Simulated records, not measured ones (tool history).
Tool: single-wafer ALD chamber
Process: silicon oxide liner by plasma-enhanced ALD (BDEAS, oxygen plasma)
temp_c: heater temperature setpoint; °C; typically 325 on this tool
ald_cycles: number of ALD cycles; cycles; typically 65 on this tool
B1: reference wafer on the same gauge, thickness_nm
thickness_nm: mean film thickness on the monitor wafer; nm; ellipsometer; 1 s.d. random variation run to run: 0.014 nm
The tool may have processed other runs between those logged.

run 1 hour=0.0 | temp_c=325 ald_cycles=65 | B1=4.574 | thickness_nm=5.519
run 2 hour=19.0 | temp_c=325 ald_cycles=65 | B1=4.570 | thickness_nm=5.504
run 3 hour=42.8 | temp_c=337 ald_cycles=65 | B1=4.556 | thickness_nm=5.408
-- hour=48.5 gauge calibrated
run 4 hour=63.5 | temp_c=337 ald_cycles=65 | B1=4.589 | thickness_nm=5.416
run 5 hour=93.8 | temp_c=325 ald_cycles=74 | B1=4.596 | thickness_nm=6.342
run 6 hour=180.6 | temp_c=325 ald_cycles=74 | B1=4.582 | thickness_nm=6.304
run 7 hour=199.8 | temp_c=334 ald_cycles=65 | B1=4.583 | thickness_nm=5.454
run 8 hour=221.1 | temp_c=334 ald_cycles=65 | B1=4.577 | thickness_nm=5.440
run 9 hour=247.1 | temp_c=325 ald_cycles=65 | B1=4.571 | thickness_nm=5.525
run 10 hour=263.3 | temp_c=318 ald_cycles=75 | B1=4.562 | thickness_nm=6.432
run 11 hour=293.3 | temp_c=337 ald_cycles=65 | B1=4.556 | thickness_nm=5.392
run 12 hour=313.9 | temp_c=337 ald_cycles=61 | B1=4.546 | thickness_nm=5.028
-- hour=326.8 gauge calibrated
run 13 hour=408.0 | temp_c=318 ald_cycles=65 | B1=4.593 | thickness_nm=5.600
-- hour=418.7 thermocouple changed; heater temperature recalibrated
run 14 hour=433.9 | temp_c=335 ald_cycles=73 | B1=4.583 | thickness_nm=6.122
run 15 hour=451.1 | temp_c=314 ald_cycles=61 | B1=4.587 | thickness_nm=5.293
run 16 hour=478.3 | temp_c=333 ald_cycles=73 | B1=4.579 | thickness_nm=6.125
run 17 hour=511.0 | temp_c=325 ald_cycles=60 | B1=4.567 | thickness_nm=5.103
run 18 hour=524.1 | temp_c=311 ald_cycles=77 | B1=4.570 | thickness_nm=6.674

5 ways to go on from here, each from the tool as it stands after run 18. What would each give?
run A hour=524.6 | temp_c=325 ald_cycles=65 | B1=? | thickness_nm=?
run B hour=524.6 | temp_c=339 ald_cycles=61 | B1=? | thickness_nm=?
run C hour=524.6 | temp_c=340 ald_cycles=65 | B1=? | thickness_nm=?
run D hour=524.6 | temp_c=330 ald_cycles=76 | B1=? | thickness_nm=?
run E hour=524.6 | temp_c=316 ald_cycles=56 | B1=? | thickness_nm=?

run=A B1=4.568 thickness_nm=5.507
run=B B1=4.568 thickness_nm=5.049
run=C B1=4.568 thickness_nm=5.371
run=D B1=4.568 thickness_nm=6.386
run=E B1=4.568 thickness_nm=4.815
Had the tool no hidden state, the same runs would have come out as:
run=A thickness_nm=5.545
run=B thickness_nm=5.083
run=C thickness_nm=5.407
run=D thickness_nm=6.429
run=E thickness_nm=4.848

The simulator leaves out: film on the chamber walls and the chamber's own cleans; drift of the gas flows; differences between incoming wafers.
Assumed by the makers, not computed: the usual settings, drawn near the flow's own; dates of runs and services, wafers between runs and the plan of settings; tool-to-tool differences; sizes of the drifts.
